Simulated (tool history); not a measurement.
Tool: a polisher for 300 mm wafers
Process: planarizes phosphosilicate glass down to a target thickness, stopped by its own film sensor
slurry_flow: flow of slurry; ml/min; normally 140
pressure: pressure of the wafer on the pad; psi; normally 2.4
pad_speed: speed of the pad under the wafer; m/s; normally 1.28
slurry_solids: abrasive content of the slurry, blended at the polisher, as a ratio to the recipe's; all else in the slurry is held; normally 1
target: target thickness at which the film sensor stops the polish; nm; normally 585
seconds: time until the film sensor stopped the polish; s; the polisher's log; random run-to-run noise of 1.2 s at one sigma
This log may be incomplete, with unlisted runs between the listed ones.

run   hour  slurry_flow  pressure  pad_speed  slurry_solids  target  incoming thickness of the incoming film, nm  seconds
  1      0          140       2.4       1.28              1     585                                       1407.7     79.8
  2   27.7          140       2.4       1.28              1     585                                       1406.4     79.5
  3   54.7          100       2.2       0.86           0.85     585                                       1376.6    119.9
  4   83.7          140       2.7        1.6              1     585                                       1396.8     61.3
  5   99.9          170       2.4       1.28              1     511                                       1407.1     83.1
  6  121.6          125       2.7       1.46           0.85     585                                       1405.2     72.8
  7  138.1          170         3        0.9              1     774                                       1372.4     56.1
  8  162.6          185       2.4       1.16              1     676                                       1383.5     69.8
  9  177.9          140       2.4       1.28            0.7     311                                       1402.7    129.1
 10    253          165       2.4       1.64              1     807                                       1404.5     48.2
 11  278.4          140       2.4       1.28              1     585                                       1404.2     78.2
 12  305.8          170       1.8       1.72           1.15     585                                       1384.1     77.8
 13  326.8          180       2.4        1.7              1     777                                       1410.4     48.5
 14  352.5          100       1.6       1.64              1     585                                       1410.5      107
 15  383.1          140       2.4       1.28              1     471                                       1385.1     88.8
 16  418.5          140       2.4       1.28              1     585                                       1407.1     82.6
 17  430.9          140       2.4        1.1              1     585                                       1387.6     86.5
 18  447.9          160       2.4       0.86            0.8     585                                       1411.3    115.4
 19  523.8          140       1.8       1.58           0.85     585                                         1383    100.5
 20  536.8          170       2.8       0.88              1     709                                       1401.4     69.7
 21  557.2          160       2.4       1.08              1     585                                       1374.6     82.9
 22  574.5          140       2.4       1.28              1     585                                       1421.8     78.3
 23  600.6          140       2.4       1.28              1     585                                       1423.8     78.7
 24  677.8          140       2.4       1.28              1     585                                       1393.7     78.9

The log once held 9 entries between its listed runs, left out of this copy. Where does each go, and what is different about the tool's unlogged condition between the listed run before it and the listed run after it?
Logged between run 2 and run 3: conditioning disc replaced and pad reconditioned (hour 34.6)
  nothing in the hidden state changes from one run to the other
Logged between run 9 and run 10: worn pad replaced by a new one (hour 184.7)
  nothing in the hidden state changes from one run to the other
Logged between run 10 and run 11: slurry blender recalibrated (hour 277.9)
  nothing in the hidden state changes from one run to the other
Logged between run 13 and run 14: slurry nozzle cleaned (hour 346.1); head pressure recalibrated (hour 347.5)
  nothing in the hidden state changes from one run to the other
Logged between run 15 and run 16: worn pad replaced by a new one (hour 416.4)
  nothing in the hidden state changes from one run to the other
Logged between run 23 and run 24: conditioning disc replaced and pad reconditioned (hour 606.5); slurry blender recalibrated (hour 636.8); worn pad replaced by a new one (hour 662.4)
  nothing in the hidden state changes from one run to the other
